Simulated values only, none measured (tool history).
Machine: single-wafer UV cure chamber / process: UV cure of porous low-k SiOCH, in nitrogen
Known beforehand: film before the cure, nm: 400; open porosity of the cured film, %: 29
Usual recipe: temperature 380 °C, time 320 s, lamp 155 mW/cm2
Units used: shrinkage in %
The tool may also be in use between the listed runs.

| run | hour | temperature | time | lamp | shrinkage |
|---|---|---|---|---|---|
| 1 | 0 | 380 | 320 | 155 | 13.74 |
| 2 | 21.4 | 380 | 320 | 155 | 13.73 |
| 3 | 54 | 380 | 320 | 155 | 13.777 |
| 4 | 87.2 | 380 | 320 | 155 | 13.597 |
|  | 103.8 | quartz window cleaned |
| 5 | 113.6 | 380 | 320 | 177 | 14.259 |
| 6 | 146.9 | 380 | 275 | 155 | 13.008 |
| 7 | 166.2 | 380 | 320 | 155 | 13.494 |
| 8 | 191.7 | 380 | 320 | 155 | 13.6 |
| 9 | 216 | 380 | 430 | 155 | 14.638 |
| 10 | 238 | 380 | 320 | 155 | 13.126 |
| 11 | 260.4 | 380 | 320 | 155 | 13.124 |
| 12 | 288.7 | 380 | 195 | 155 | 10.878 |
| 13 | 311.5 | 380 | 320 | 155 | 13.192 |
| 14 | 334.6 | 373 | 175 | 155 | 10.018 |
|  | 343.5 | UV bulbs replaced |
| 15 | 353.9 | 380 | 320 | 155 | 15.35 |
| 16 | 367.6 | 380 | 320 | 155 | 15.522 |
| 17 | 394.3 | 380 | 320 | 155 | 15.639 |
|  | 410.1 | quartz window cleaned |
| 18 | 412.4 | 369 | 460 | 142 | 16.679 |
| 19 | 430.8 | 380 | 320 | 118 | 13.977 |
| 20 | 461.6 | 380 | 320 | 155 | 15.287 |
| 21 | 475.3 | 380 | 270 | 155 | 14.457 |
| 22 | 499.6 | 380 | 180 | 155 | 12.675 |
| 23 | 515 | 380 | 320 | 136 | 14.655 |

Below are 5 alternative next runs, each starting from the tool's condition after run 23. Predict each:
| A | 515.5 | 380 | 400 | 155 | ? |
| B | 515.5 | 380 | 320 | 155 | ? |
| C | 515.5 | 363 | 235 | 155 | ? |
| D | 515.5 | 380 | 320 | 124 | ? |
| E | 515.5 | 395 | 205 | 116 | ? |

| run | shrinkage |
|---|---|
| A | 16.286 |
| B | 15.199 |
| C | 13.376 |
| D | 14.122 |
| E | 11.996 |
The same runs, with their run-to-run variation unchanged, on a tool lacking any hidden condition would have given:
| run | shrinkage |
|---|---|
| A | 16.669 |
| B | 15.579 |
| C | 13.748 |
| D | 14.499 |
| E | 12.358 |
